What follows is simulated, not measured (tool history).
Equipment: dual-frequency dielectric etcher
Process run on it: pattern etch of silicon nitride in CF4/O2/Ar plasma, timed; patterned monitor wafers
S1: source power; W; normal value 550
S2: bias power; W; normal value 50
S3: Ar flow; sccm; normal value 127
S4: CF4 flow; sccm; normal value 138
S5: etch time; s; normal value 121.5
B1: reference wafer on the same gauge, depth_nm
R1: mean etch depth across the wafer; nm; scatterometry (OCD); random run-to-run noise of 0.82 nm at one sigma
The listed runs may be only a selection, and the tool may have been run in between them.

| run | hour | S1 | S2 | S3 | S4 | S5 | B1 | R1 |
|---|---|---|---|---|---|---|---|---|
| 1 | 0.0 | 550 | 50 | 108 | 138 | 121.5 | 291.9 | 245.9 |
| 2 | 24.9 | 550 | 46 | 113 | 138 | 121.5 | 292.0 | 232.3 |
| 3 | 51.8 | 550 | 46 | 113 | 138 | 121.5 | 291.9 | 231.1 |
| 4 | 198.0 | 550 | 50 | 127 | 138 | 121.5 | 291.9 | 238.3 |
| 5 | 226.3 | 550 | 50 | 127 | 138 | 121.5 | 291.9 | 238.1 |
|  | 264.5 | wet clean of the chamber |
| 6 | 291.8 | 550 | 50 | 127 | 138 | 121.5 | 291.9 | 238.1 |
|  | 312.7 | bias power generator calibrated |
| 7 | 325.2 | 500 | 50 | 127 | 138 | 121.5 | 292.1 | 214.2 |
|  | 340.1 | gauge calibrated |
| 8 | 354.3 | 500 | 50 | 127 | 138 | 121.5 | 292.1 | 214.3 |
| 9 | 384.6 | 550 | 50 | 127 | 138 | 121.5 | 291.8 | 237.9 |
|  | 429.3 | source power generator calibrated |
|  | 438.1 | Ar flow controller replaced |
| 10 | 442.6 | 550 | 50 | 115 | 167 | 98.5 | 292.0 | 195.1 |
|  | 494.8 | CF4 flow controller replaced |
| 11 | 495.3 | 510 | 50 | 127 | 155 | 121.5 | 292.1 | 217.9 |
| 12 | 523.9 | 550 | 50 | 127 | 138 | 121.5 | 292.0 | 232.4 |
| 13 | 559.5 | 550 | 46 | 118 | 138 | 156.0 | 292.1 | 287.4 |
|  | 571.0 | source power generator calibrated, repeated, since the last time left the tool worse |
|  | 591.4 | wet clean of the chamber |
| 14 | 591.9 | 550 | 50 | 127 | 118 | 121.5 | 291.9 | 245.1 |
|  | 625.8 | upper electrode replaced |
| 15 | 656.1 | 670 | 50 | 109 | 157 | 135.5 | 291.8 | 352.3 |
| 16 | 692.6 | 550 | 50 | 127 | 138 | 121.5 | 291.8 | 249.1 |
| 17 | 749.5 | 550 | 50 | 104 | 163 | 121.5 | 292.0 | 260.2 |
| 18 | 786.8 | 550 | 50 | 104 | 138 | 121.5 | 291.9 | 257.6 |

Below are 3 alternative next runs, each starting from the tool's condition after run 18. Predict each:
| A | 787.3 | 550 | 50 | 98 | 138 | 121.5 | ? | ? |
| B | 787.3 | 550 | 50 | 141 | 138 | 121.5 | ? | ? |
| C | 787.3 | 550 | 54 | 98 | 138 | 121.5 | ? | ? |

| run | B1 | R1 |
|---|---|---|
| A | 292.1 | 258.4 |
| B | 292.1 | 245.4 |
| C | 292.1 | 269.2 |
Without the tool's unlogged condition, the same runs would have read:
| run | R1 |
|---|---|
| A | 258.2 |
| B | 245.2 |
| C | 269.0 |

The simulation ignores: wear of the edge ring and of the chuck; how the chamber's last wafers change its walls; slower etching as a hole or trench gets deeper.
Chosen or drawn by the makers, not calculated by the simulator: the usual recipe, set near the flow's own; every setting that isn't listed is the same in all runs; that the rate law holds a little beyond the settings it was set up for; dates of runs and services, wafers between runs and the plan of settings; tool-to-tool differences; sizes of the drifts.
